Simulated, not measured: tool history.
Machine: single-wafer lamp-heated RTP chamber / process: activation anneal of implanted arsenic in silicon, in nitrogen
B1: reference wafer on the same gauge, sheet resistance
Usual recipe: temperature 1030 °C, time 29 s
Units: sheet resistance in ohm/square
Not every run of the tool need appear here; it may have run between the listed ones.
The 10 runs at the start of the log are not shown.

Run 11, hour 837.6: usual settings; B1 569.3. Result: sheet resistance 490.81 ohm/square.
At hour 912.8: pyrometer window cleaned and pyrometer calibrated.
Run 12, hour 913.3: usual settings but time 37 s; B1 568.77. Result: sheet resistance 490.58 ohm/square.
Run 13, hour 972.8: usual settings; B1 568.35. Result: sheet resistance 492.26 ohm/square.
Run 14, hour 1028: usual settings; B1 567.75. Result: sheet resistance 488.38 ohm/square.
Run 15, hour 1053: usual settings; B1 567.85. Result: sheet resistance 489.8 ohm/square.
Run 16, hour 1116: usual settings; B1 567.46. Result: sheet resistance 488.96 ohm/square.
Run 17, hour 1146.6: usual settings; B1 567.11. Result: sheet resistance 490.15 ohm/square.
At hour 1164.9: reflector plate cleaned.
Run 18, hour 1204.3: usual settings but temperature 1047 °C, time 17 s; B1 567.41. Result: sheet resistance 489.55 ohm/square.
Run 19, hour 1260.4: usual settings but temperature 1056 °C, time 22 s; B1 566.48. Result: sheet resistance 483.17 ohm/square.
At hour 1282.8: gauge calibrated.
Run 20, hour 1322.5: usual settings; B1 574.7. Result: sheet resistance 496.94 ohm/square.
Run 21, hour 1374.1: usual settings but temperature 1043 °C; B1 574.75. Result: sheet resistance 493.41 ohm/square.
Run 22, hour 1412.5: usual settings but temperature 1006 °C, time 22 s; B1 574.49. Result: sheet resistance 501.61 ohm/square.
Run 23, hour 1469.7: usual settings but temperature 1042 °C, time 43 s; B1 573.63. Result: sheet resistance 488.34 ohm/square.
Run 24, hour 1527.8: usual settings but temperature 1017 °C, time 18 s; B1 573.81. Result: sheet resistance 500.8 ohm/square.
Run 25, hour 1596.5: usual settings but temperature 1017 °C, time 22 s; B1 573.11. Result: sheet resistance 500.41 ohm/square.
Run 26, hour 1656.9: usual settings; B1 572.97. Result: sheet resistance 494.11 ohm/square.
Run 27, hour 1724.3: usual settings but temperature 1001 °C, time 14 s; B1 572.68. Result: sheet resistance 504.96 ohm/square.
At hour 1759.3: pyrometer window cleaned and pyrometer calibrated.
Run 28, hour 1780.5: usual settings but time 13 s; B1 571.96. Result: sheet resistance 499.69 ohm/square.
Run 29, hour 1847.2: usual settings but temperature 1012 °C, time 43 s; B1 572.05. Result: sheet resistance 494.14 ohm/square.
Run 30, hour 1894.8: usual settings; B1 571.62. Result: sheet resistance 491.46 ohm/square.
Run 31, hour 1963.8: usual settings but temperature 1008 °C, time 39 s; B1 571. Result: sheet resistance 494.4 ohm/square.
Run 32, hour 2000.4: usual settings but temperature 1040 °C, time 46 s; B1 570.88. Result: sheet resistance 487.14 ohm/square.

For run 33, what comes out?
Run 33, hour 2050.5: usual settings; B1 ?. Result: sheet resistance ?.

Run 33 yielded B1 570.69, sheet resistance 491.71 ohm/square.
The same run, on a tool lacking any hidden state, would have yielded sheet resistance 494.68 ohm/square.
